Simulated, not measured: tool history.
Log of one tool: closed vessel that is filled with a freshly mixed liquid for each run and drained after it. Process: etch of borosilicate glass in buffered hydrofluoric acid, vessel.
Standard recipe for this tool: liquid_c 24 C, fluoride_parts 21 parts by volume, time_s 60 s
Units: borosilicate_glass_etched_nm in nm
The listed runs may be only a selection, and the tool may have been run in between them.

run,day,liquid_c,fluoride_parts,time_s,wafers since the last listed run,hours since the thermometer was replaced,hours since the hydrofluoric acid flow meter was replaced,hours since the gauge calibration,"read-back film thickness of the borosilicate glass reference wafer, read on the same gauge (nm)",borosilicate_glass_etched_nm
1,0,24,21,60,0,421,885.6,414.1,69.96,39.04
2,1.808,24,21,60,2953,464.4,929,457.5,69.97,38.77
3,4.65,24,21,60,4641,532.6,997.2,525.7,69.97,39.48
4,8.742,24,18.5,60,6682,630.8,1095.4,623.9,70.02,43.36
# day 11.092: thermometer replaced
5,11.175,24,18.5,60,3906,2,1153.8,682.3,70.03,40.85
6,19.546,24,18.5,60,13671,202.9,1354.7,883.2,69.97,41.48
7,22.617,24,21,60,5015,276.6,1428.4,956.9,69.98,38.29
8,25.058,24,21,60,3987,335.2,1487,1015.5,70.02,38.13
9,29.438,24,21,60,7152,440.3,1592.1,1120.6,69.98,38.69
10,33.788,24,21,60,7104,544.7,1696.5,1225,70,38.66
11,37.325,24,21,60,5777,629.6,1781.4,1309.9,70.04,39.38
12,41.804,24,21,80,7315,737.1,1888.9,1417.4,69.98,51.96
# day 45.854: thermometer replaced
13,46.012,24,21,80,6805,3.8,1989.9,1518.4,70.02,48.06
# day 49.267: hydrofluoric acid flow meter replaced
14,49.525,22,21,70,5668,88.1,6.2,1602.7,70.02,40.11
15,52.083,24,21,40,4178,149.5,67.6,1664.1,70.02,25.4
16,56.254,26.5,21,60,6811,249.6,167.7,1764.2,69.98,44.82
17,60.879,24,21,60,7553,360.6,278.7,1875.2,70.01,39.02
# day 62.225: gauge calibrated
18,63.862,24,18.5,60,4872,432.2,350.3,39.3,69.96,42.78
19,68.1,25.5,21,70,6920,533.9,452,141,69.97,49.56
20,70.221,25.5,13,35,3463,584.8,502.9,191.9,69.96,39.74
21,74.467,19,21,60,6934,686.7,604.8,293.8,70.02,30.73
22,78.958,27.5,21,70,7335,794.5,712.6,401.6,70.02,56.93
# day 81.312: thermometer replaced
23,81.712,24,21,60,4430,9.6,778.7,467.7,70.03,37.31
24,84.975,20.5,21,85,5328,87.9,857,546,70.01,44.2
25,87.65,24,16.5,45,4368,152.1,921.2,610.2,70.03,35.48
26,90.842,20,21,50,5212,228.7,997.8,686.8,69.99,25.39
27,93.892,21,15,35,4981,301.9,1071,760,70,25.65
28,95.712,21.5,25.5,80,2973,345.6,1114.7,803.7,69.99,39.58
29,98.392,25.5,28.5,35,4375,409.9,1179,868,70.01,19.85
30,100.75,28,21,85,3851,466.5,1235.6,924.6,69.99,68.04
31,102.562,27,14.5,30,2960,510,1279.1,968.1,70.01,31.73
32,107.529,24,21,60,8111,629.2,1398.3,1087.3,69.99,39.34
33,110.775,24,21,60,5301,707.1,1476.2,1165.2,69.99,40

Same runs, no hidden state in the tool, same run-to-run variation:
Hidden conditions of the tool in this case: liquid hotter than its thermometer reads (K); hydrofluoric acid flow below the setpoint (%); gauge reads high (%).
run,borosilicate_glass_etched_nm
1,38.1
2,37.71
3,38.21
4,42.26
5,42.16
6,42.26
7,38.14
8,37.82
9,38.07
10,37.76
11,38.23
12,50.03
13,50.71
14,39.73
15,25.05
16,43.89
17,37.88
18,41.5
19,47.5
20,38.2
21,29.04
22,53.58
23,37.8
24,44.53
25,35.98
26,25.29
27,25.75
28,39.09
29,19.52
30,66.7
31,31.5
32,38.06
33,38.47

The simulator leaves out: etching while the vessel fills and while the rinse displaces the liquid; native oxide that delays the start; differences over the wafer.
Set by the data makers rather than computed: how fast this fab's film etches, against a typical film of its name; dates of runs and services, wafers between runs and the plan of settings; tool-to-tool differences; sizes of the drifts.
